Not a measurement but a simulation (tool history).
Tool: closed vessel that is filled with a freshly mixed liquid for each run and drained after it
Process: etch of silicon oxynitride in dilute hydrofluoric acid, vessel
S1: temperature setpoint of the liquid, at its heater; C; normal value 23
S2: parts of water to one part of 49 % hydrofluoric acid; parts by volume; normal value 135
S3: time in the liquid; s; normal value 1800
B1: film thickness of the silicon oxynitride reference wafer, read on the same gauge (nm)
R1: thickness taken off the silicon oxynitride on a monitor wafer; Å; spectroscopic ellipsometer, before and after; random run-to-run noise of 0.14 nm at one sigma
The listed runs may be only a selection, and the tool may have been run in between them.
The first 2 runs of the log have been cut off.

run   hour    S1   S2    S3      B1     R1
  3  163.6  19.5  135  1800     110  295.9
  4    235    23  135  1800  109.99    348
  5  280.6    23  135  1800  109.98    349
  6  306.8    23  135  1800     110  350.2
  7  374.7    23  135  1800     110  350.7
  8  426.1    23  135  1800     110  349.5
  9  454.4    23  135  1800  109.99  352.7
 10  504.6    23  135  1800     110  354.2
 11  537.1    19  135  1800  109.99  290.9
 12  574.6    23  135  1800  109.97  350.2
 13    614    23  135  1800  109.99  353.1
 14  644.1    23  195  1800  110.04  233.2
 15  677.5    23  135  1800  110.02  353.3

Forecast run 16:
     682.9  -- hydrofluoric acid flow meter replaced
 16   702  23  135  1800   ?   ?

{"run 16": {"B1": 110.01, "R1": 372}}
Minus the tool's unlogged condition, the same run would have read R1 355.1 Å.

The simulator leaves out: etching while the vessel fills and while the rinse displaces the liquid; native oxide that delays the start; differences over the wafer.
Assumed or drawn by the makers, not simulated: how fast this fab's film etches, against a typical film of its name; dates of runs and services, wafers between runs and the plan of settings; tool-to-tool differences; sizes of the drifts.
